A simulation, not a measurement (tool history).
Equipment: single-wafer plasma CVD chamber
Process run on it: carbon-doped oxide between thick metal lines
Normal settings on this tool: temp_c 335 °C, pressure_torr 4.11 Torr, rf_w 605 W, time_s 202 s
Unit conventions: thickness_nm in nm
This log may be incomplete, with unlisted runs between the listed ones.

run	day	temp_c	pressure_torr	rf_w	time_s	read-back reference wafer on the same gauge, thickness_nm	thickness_nm
1	0	335	4.11	605	202	1168.523	1162.509
2	1.262	335	4.11	635	202	1168.825	1189.263
3	2.458	335	4.11	605	202	1169.947	1149.523
4	3.271	335	4.11	605	202	1171.346	1158.756
5	4.075	335	4.11	605	182	1171.411	1039.645
6	4.933	335	4.11	605	182	1168.929	1029.4
# day 5.521: capacitance manometer re-zeroed and calibrated
7	5.842	335	4.11	605	202	1170.455	1141.536
8	6.733	335	3.3	605	202	1171.516	1129.329
9	7.254	335	3.3	605	202	1170.589	1114.37
10	8.483	335	4.11	605	202	1167.774	1140.094
11	9.488	335	4.11	605	202	1171.183	1132.49
12	10.212	335	4.94	685	168	1170.832	1040.908
# day 11.354: gauge calibrated
# day 11.721: showerhead replaced
13	11.742	327	3.55	550	239	1170.361	1274.199
# day 12.75: thermocouple changed; heater temperature recalibrated
14	12.771	341	4.78	500	178	1171.531	869.819
15	13.892	335	4.11	640	202	1171.446	1171.84
16	15.079	335	4.11	605	202	1171.229	1121.842
17	15.658	335	4.11	605	202	1169.936	1131.533
18	16.4	335	4.37	605	202	1170.11	1122.039
19	17.896	341	4.78	500	178	1169.791	859.242
20	18.521	322	4.11	605	181	1169.836	1058.629
21	19.4	323	4.11	535	202	1172.842	1082.026
# day 20.892: RF generator calibrated
22	20.912	335	4.11	605	202	1171.441	1165.06
23	21.342	335	4.37	605	202	1170.518	1184.647
24	24.35	324	4.47	670	226	1168.297	1464.869
25	25.804	335	4.11	485	220	1170.142	1094.797
26	26.612	335	4.11	605	202	1170.693	1158.087
27	27.883	340	4.11	605	240	1168.753	1365.47
28	28.733	347	3.22	635	190	1171.585	1073.408

4 ways to go on from here, each from the tool as it stands after run 28. What would each give?
A	28.754	335	4.11	645	202	?	?
B	28.754	343	3.69	570	164	?	?
C	28.754	335	3.41	605	222	?	?
D	28.754	335	4.11	535	202	?	?

run	read-back reference wafer on the same gauge, thickness_nm	thickness_nm
A	1169.53	1199.852
B	1169.53	868.7
C	1169.53	1245.958
D	1169.53	1062.757
Take away the tool's hidden state, keep each run's random variation, and the runs would have read:
run	thickness_nm
A	1203.527
B	871.36
C	1249.774
D	1066.116

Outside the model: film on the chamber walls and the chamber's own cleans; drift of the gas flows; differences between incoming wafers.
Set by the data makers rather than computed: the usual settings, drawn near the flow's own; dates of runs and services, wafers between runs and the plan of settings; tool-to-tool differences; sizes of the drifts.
